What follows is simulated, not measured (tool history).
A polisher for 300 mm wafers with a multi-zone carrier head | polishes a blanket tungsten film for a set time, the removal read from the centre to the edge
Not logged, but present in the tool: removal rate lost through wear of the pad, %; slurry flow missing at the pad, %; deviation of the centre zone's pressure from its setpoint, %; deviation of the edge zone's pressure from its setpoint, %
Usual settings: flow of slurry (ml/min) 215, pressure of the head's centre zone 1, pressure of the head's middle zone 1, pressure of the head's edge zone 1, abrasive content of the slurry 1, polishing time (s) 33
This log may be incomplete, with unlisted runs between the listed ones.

run    hour  flow of slurry (ml/min)  pressure of the head's centre zone  pressure of the head's middle zone  pressure of the head's edge zone  abrasive content of the slurry  polishing time (s)  wafers since the last listed run  wafers polished on this pad  hours since the slurry nozzle was cleaned  hours since the centre zone pressure was calibrated  hours since the edge zone pressure was calibrated  hours since the carrier head's membrane was replaced  incoming thickness of the incoming film, nm  film removed at the wafer's centre (Å)  film removed at mid-radius (Å)  film removed at the wafer's edge (Å)
  1       0                      215                                   1                                0.92                                 1                               1                  33                                 0                         6514                                      514.6                                                684.5                                              237.5                                                 883.1                                        804.5                                     977                             937                                  1001
         33  -- carrier head's membrane replaced by a new one
  2    38.4                      215                                0.94                                   1                              0.88                               1                  23                               293                         6807                                        553                                                722.9                                              275.9                                                   5.4                                        799.3                                     642                             680                                   660
       48.2  -- worn pad replaced by a new one
      108.5  -- centre zone pressure recalibrated
  3   123.4                      215                                   1                                   1                                 1                               1                  38                               693                          642                                        638                                                 14.9                                              360.9                                                  90.4                                        818.8                                    1249                            1235                                  1235
  4   177.6                      290                                   1                                   1                              0.89                            1.25                  23                               475                         1118                                      692.2                                                 69.1                                              415.1                                                 144.6                                        820.4                                     810                             814                                   770
      190.7  -- slurry nozzle cleaned
  5   221.9                      215                                1.09                                   1                              1.05                               1                  33                               379                         1498                                       31.2                                                113.4                                              459.4                                                 188.9                                        810.4                                    1160                            1076                                  1075
  6     265                      215                                1.05                                   1                              1.07                               1                  33                               378                         1876                                       74.3                                                156.5                                              502.5                                                   232                                        814.5                                    1137                            1061                                  1080
  7   329.4                      215                                   1                                   1                                 1                               1                  33                               565                         2441                                      138.7                                                220.9                                              566.9                                                 296.4                                        806.8                                    1063                            1082                                  1035
  8   433.4                      215                                0.89                                1.09                              0.94                             1.1                  33                               912                         3353                                      242.7                                                324.9                                              670.9                                                 400.4                                        809.9                                     967                            1145                                  1042
  9   499.1                      250                                0.92                                   1                                 1                             1.2                  36                               576                         3930                                      308.4                                                390.6                                              736.6                                                 466.1                                          820                                    1095                            1220                                  1202
      541.2  -- edge zone pressure recalibrated
 10   579.2                      215                                   1                                   1                                 1                               1                  33                               685                         4615                                      388.5                                                470.7                                                 38                                                 546.2                                        815.5                                    1024                            1019                                  1033
 11   660.3                      215                                   1                                   1                                 1                               1                  33                               711                         5327                                      469.6                                                551.8                                              119.1                                                 627.3                                        811.1                                    1035                            1041                                   999
 12     737                      215                                   1                                   1                              1.07                               1                  29                               672                         6000                                      546.3                                                628.5                                              195.8                                                   704                                          803                                     878                             879                                   911
        754  -- worn pad replaced by a new one
 13   773.2                      215                                   1                                   1                              0.95                               1                  33                               282                          168                                      582.5                                                664.7                                                232                                                 740.2                                          805                                    1045                            1094                                  1036
 14   846.7                      215                                   1                                   1                                 1                               1                  33                               644                          813                                        656                                                738.2                                              305.5                                                 813.7                                        810.6                                    1044                            1086                                  1059
        932  -- carrier head's membrane replaced by a new one
 15   944.1                      215                                1.11                                   1                              0.93                               1                  41                               810                         1623                                      753.4                                                835.6                                              402.9                                                  12.1                                        795.7                                    1426                            1307                                  1276
 16   992.8                      215                                   1                                   1                                 1                               1                  33                               427                         2051                                      802.1                                                884.3                                              451.6                                                  60.8                                        801.9                                    1021                            1059                                  1056
 17  1045.1                      235                                   1                                   1                                 1                               1                  33                               458                         2510                                      854.4                                                936.6                                              503.9                                                 113.1                                        813.6                                    1024                            1035                                  1059
     1057.6  -- slurry nozzle cleaned
     1062.9  -- centre zone pressure recalibrated
 18  1151.4                      235                                   1                                   1                                 1                               1                  33                               906                         3416                                       93.8                                                 88.5                                              610.2                                                 219.4                                        810.1                                    1077                            1039                                  1058
 19  1232.3                      235                                   1                                   1                                 1                               1                  33                               709                         4126                                      174.7                                                169.4                                              691.1                                                 300.3                                        817.2                                    1066                            1050                                  1023
 20  1337.6                      215                                   1                                   1                              1.09                               1                  33                               923                         5050                                        280                                                274.7                                              796.4                                                 405.6                                        814.1                                    1038                            1037                                  1024

Forecast run 21:
 21  1401.6                      215                                0.88                                 0.9                                 1                            0.75                  23                               561                         5611                                        344                                                338.7                                              860.4                                                 469.6                                        809.5                                       ?                               ?                                     ?

For run 21 the tool returned film removed at the wafer's centre (Å) 593, film removed at mid-radius (Å) 619, film removed at the wafer's edge (Å) 672.
Were there no unlogged condition in the tool, this run, its random variation unchanged, would have produced film removed at the wafer's centre (Å) 632, film removed at mid-radius (Å) 661, film removed at the wafer's edge (Å) 717.

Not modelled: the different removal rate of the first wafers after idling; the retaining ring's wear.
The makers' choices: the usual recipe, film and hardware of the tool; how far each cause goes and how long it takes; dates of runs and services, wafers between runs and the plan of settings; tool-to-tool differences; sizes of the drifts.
